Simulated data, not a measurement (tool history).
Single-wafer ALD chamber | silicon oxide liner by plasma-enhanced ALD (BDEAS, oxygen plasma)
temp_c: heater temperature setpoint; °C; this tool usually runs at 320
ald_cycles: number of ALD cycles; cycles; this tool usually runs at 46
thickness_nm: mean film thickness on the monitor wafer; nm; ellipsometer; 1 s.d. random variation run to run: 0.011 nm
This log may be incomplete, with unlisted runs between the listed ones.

| run | hour | temp_c | ald_cycles | read-back reference wafer on the same gauge, thickness_nm | thickness_nm |
|---|---|---|---|---|---|
| 1 | 0.0 | 330 | 46 | 3.890 | 4.211 |
| 2 | 12.1 | 330 | 46 | 3.889 | 4.189 |
| 3 | 26.3 | 330 | 46 | 3.885 | 4.201 |
| 4 | 35.5 | 320 | 39 | 3.881 | 3.618 |
| 5 | 42.2 | 320 | 39 | 3.880 | 3.603 |
| 6 | 51.7 | 320 | 39 | 3.879 | 3.595 |
| 7 | 65.8 | 311 | 46 | 3.882 | 4.355 |
| 8 | 76.2 | 311 | 46 | 3.873 | 4.332 |
| 9 | 83.3 | 320 | 46 | 3.877 | 4.268 |
| 10 | 99.6 | 320 | 46 | 3.877 | 4.249 |
| 11 | 114.9 | 315 | 43 | 3.876 | 4.030 |
| 12 | 123.7 | 315 | 43 | 3.875 | 4.023 |
| 13 | 131.3 | 315 | 43 | 3.876 | 4.008 |
| 14 | 137.7 | 312 | 51 | 3.876 | 4.781 |
| 15 | 150.1 | 312 | 51 | 3.870 | 4.784 |
| 16 | 156.2 | 320 | 46 | 3.874 | 4.277 |
| 17 | 171.8 | 320 | 46 | 3.871 | 4.259 |
| 18 | 189.2 | 320 | 46 | 3.876 | 4.244 |
| 19 | 204.3 | 320 | 53 | 3.868 | 4.891 |
|  | 214.5 | gauge calibrated |
| 20 | 215.9 | 320 | 53 | 3.937 | 4.970 |
|  | 229.6 | thermocouple changed; heater temperature recalibrated |
| 21 | 230.1 | 320 | 53 | 3.933 | 4.987 |
| 22 | 233.1 | 320 | 46 | 3.927 | 4.313 |
| 23 | 246.0 | 314 | 55 | 3.923 | 5.187 |
| 24 | 257.1 | 320 | 46 | 3.928 | 4.298 |
| 25 | 263.7 | 327 | 54 | 3.920 | 4.996 |

What does the tool deliver on the next run?
| 26 | 271.6 | 320 | 46 | ? | ? |

Logged for run 26: read-back reference wafer on the same gauge, thickness_nm 3.918, thickness_nm 4.312 nm.
If the tool had no hidden condition, the same run with the same run-to-run variation would have returned thickness_nm 4.326 nm.
